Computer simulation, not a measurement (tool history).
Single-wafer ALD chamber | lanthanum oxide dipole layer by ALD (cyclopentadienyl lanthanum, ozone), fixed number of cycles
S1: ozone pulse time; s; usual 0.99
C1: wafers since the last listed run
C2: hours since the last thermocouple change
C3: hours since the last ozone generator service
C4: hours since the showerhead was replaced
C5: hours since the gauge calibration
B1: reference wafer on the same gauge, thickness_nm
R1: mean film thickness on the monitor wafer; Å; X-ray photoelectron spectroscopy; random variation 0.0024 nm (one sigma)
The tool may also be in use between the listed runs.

{"run": 1, "day": 0.0, "S1": 0.99, "C1": 0, "C2": 2122.5, "C3": 1048.5, "C4": 3734.8, "C5": 1952.4, "B1": 0.561, "R1": 5.27}
{"run": 2, "day": 6.871, "S1": 0.99, "C1": 2024, "C2": 2287.4, "C3": 1213.4, "C4": 3899.7, "C5": 2117.3, "B1": 0.561, "R1": 5.32}
{"run": 3, "day": 10.629, "S1": 0.99, "C1": 1107, "C2": 2377.6, "C3": 1303.6, "C4": 3989.9, "C5": 2207.5, "B1": 0.562, "R1": 5.29}
{"day": 12.188, "done": "ozone generator serviced"}
{"run": 4, "day": 12.654, "S1": 0.99, "C1": 498, "C2": 2426.2, "C3": 11.2, "C4": 4038.5, "C5": 2256.1, "B1": 0.561, "R1": 5.29}
{"run": 5, "day": 14.862, "S1": 0.99, "C1": 650, "C2": 2479.2, "C3": 64.2, "C4": 4091.5, "C5": 2309.1, "B1": 0.562, "R1": 5.34}
{"run": 6, "day": 18.938, "S1": 0.99, "C1": 1200, "C2": 2577.0, "C3": 162.0, "C4": 4189.3, "C5": 2406.9, "B1": 0.562, "R1": 5.26}
{"run": 7, "day": 21.496, "S1": 0.99, "C1": 753, "C2": 2638.4, "C3": 223.4, "C4": 4250.7, "C5": 2468.3, "B1": 0.561, "R1": 5.28}
{"run": 8, "day": 25.208, "S1": 0.85, "C1": 1094, "C2": 2727.5, "C3": 312.5, "C4": 4339.8, "C5": 2557.4, "B1": 0.561, "R1": 4.95}
{"day": 25.921, "done": "thermocouple changed; heater temperature recalibrated"}
{"run": 9, "day": 26.746, "S1": 0.85, "C1": 354, "C2": 19.8, "C3": 349.4, "C4": 4376.7, "C5": 2594.3, "B1": 0.56, "R1": 4.97}
{"run": 10, "day": 28.529, "S1": 0.85, "C1": 525, "C2": 62.6, "C3": 392.2, "C4": 4419.5, "C5": 2637.1, "B1": 0.56, "R1": 4.99}
{"run": 11, "day": 32.138, "S1": 1.08, "C1": 1063, "C2": 149.2, "C3": 478.8, "C4": 4506.1, "C5": 2723.7, "B1": 0.561, "R1": 5.41}
{"run": 12, "day": 35.888, "S1": 1.08, "C1": 1105, "C2": 239.2, "C3": 568.8, "C4": 4596.1, "C5": 2813.7, "B1": 0.561, "R1": 5.42}
{"run": 13, "day": 38.425, "S1": 0.99, "C1": 747, "C2": 300.1, "C3": 629.7, "C4": 4657.0, "C5": 2874.6, "B1": 0.561, "R1": 5.3}
{"run": 14, "day": 42.804, "S1": 0.99, "C1": 1290, "C2": 405.2, "C3": 734.8, "C4": 4762.1, "C5": 2979.7, "B1": 0.561, "R1": 5.24}
{"day": 44.025, "done": "showerhead replaced"}
{"run": 15, "day": 44.358, "S1": 1.34, "C1": 359, "C2": 442.5, "C3": 772.1, "C4": 8.0, "C5": 3017.0, "B1": 0.56, "R1": 5.72}
{"run": 16, "day": 48.329, "S1": 1.29, "C1": 1170, "C2": 537.8, "C3": 867.4, "C4": 103.3, "C5": 3112.3, "B1": 0.561, "R1": 5.68}
{"run": 17, "day": 54.258, "S1": 1.3, "C1": 1747, "C2": 680.1, "C3": 1009.7, "C4": 245.6, "C5": 3254.6, "B1": 0.562, "R1": 5.69}
{"run": 18, "day": 56.954, "S1": 0.99, "C1": 794, "C2": 744.8, "C3": 1074.4, "C4": 310.3, "C5": 3319.3, "B1": 0.56, "R1": 5.27}
{"run": 19, "day": 60.462, "S1": 1.28, "C1": 1033, "C2": 829.0, "C3": 1158.6, "C4": 394.5, "C5": 3403.5, "B1": 0.56, "R1": 5.67}
{"day": 61.171, "done": "gauge calibrated"}
{"run": 20, "day": 62.733, "S1": 0.64, "C1": 669, "C2": 883.5, "C3": 1213.1, "C4": 449.0, "C5": 37.5, "B1": 0.561, "R1": 4.31}
{"run": 21, "day": 66.654, "S1": 0.87, "C1": 1155, "C2": 977.6, "C3": 1307.2, "C4": 543.1, "C5": 131.6, "B1": 0.561, "R1": 5.03}
{"run": 22, "day": 69.133, "S1": 1.13, "C1": 730, "C2": 1037.1, "C3": 1366.7, "C4": 602.6, "C5": 191.1, "B1": 0.56, "R1": 5.51}
{"run": 23, "day": 71.775, "S1": 1.26, "C1": 778, "C2": 1100.5, "C3": 1430.1, "C4": 666.0, "C5": 254.5, "B1": 0.562, "R1": 5.66}
{"day": 72.162, "done": "ozone generator serviced"}
{"run": 24, "day": 73.817, "S1": 0.77, "C1": 503, "C2": 1149.5, "C3": 39.7, "C4": 715.0, "C5": 303.5, "B1": 0.561, "R1": 4.78}
{"run": 25, "day": 75.658, "S1": 0.72, "C1": 542, "C2": 1193.7, "C3": 83.9, "C4": 759.2, "C5": 347.7, "B1": 0.56, "R1": 4.62}
{"run": 26, "day": 78.721, "S1": 0.99, "C1": 902, "C2": 1267.2, "C3": 157.4, "C4": 832.7, "C5": 421.2, "B1": 0.56, "R1": 5.28}
{"run": 27, "day": 81.962, "S1": 0.71, "C1": 955, "C2": 1345.0, "C3": 235.2, "C4": 910.5, "C5": 499.0, "B1": 0.561, "R1": 4.56}
{"run": 28, "day": 83.796, "S1": 1.16, "C1": 540, "C2": 1389.0, "C3": 279.2, "C4": 954.5, "C5": 543.0, "B1": 0.56, "R1": 5.55}
{"run": 29, "day": 87.092, "S1": 0.99, "C1": 971, "C2": 1468.1, "C3": 358.3, "C4": 1033.6, "C5": 622.1, "B1": 0.561, "R1": 5.27}
{"run": 30, "day": 90.167, "S1": 1.08, "C1": 906, "C2": 1541.9, "C3": 432.1, "C4": 1107.4, "C5": 695.9, "B1": 0.561, "R1": 5.44}
{"run": 31, "day": 91.9, "S1": 0.99, "C1": 510, "C2": 1583.5, "C3": 473.7, "C4": 1149.0, "C5": 737.5, "B1": 0.56, "R1": 5.26}
{"run": 32, "day": 95.367, "S1": 0.6, "C1": 1021, "C2": 1666.7, "C3": 556.9, "C4": 1232.2, "C5": 820.7, "B1": 0.561, "R1": 4.12}
{"run": 33, "day": 97.825, "S1": 1.26, "C1": 724, "C2": 1725.7, "C3": 615.9, "C4": 1291.2, "C5": 879.7, "B1": 0.561, "R1": 5.65}

How the hidden state differs across the entries between the runs, from the last listed run before each to the first after it:
Between runs 3 and 4: ozone generator serviced (day 12.188)
  no hidden state differs between the two runs
Between runs 8 and 9: thermocouple changed; heater temperature recalibrated (day 25.921)
  no hidden state differs between the two runs
Between runs 14 and 15: showerhead replaced (day 44.025)
  no hidden state differs between the two runs
Between runs 19 and 20: gauge calibrated (day 61.171)
  no hidden state differs between the two runs
Between runs 23 and 24: ozone generator serviced (day 72.162)
  no hidden state differs between the two runs
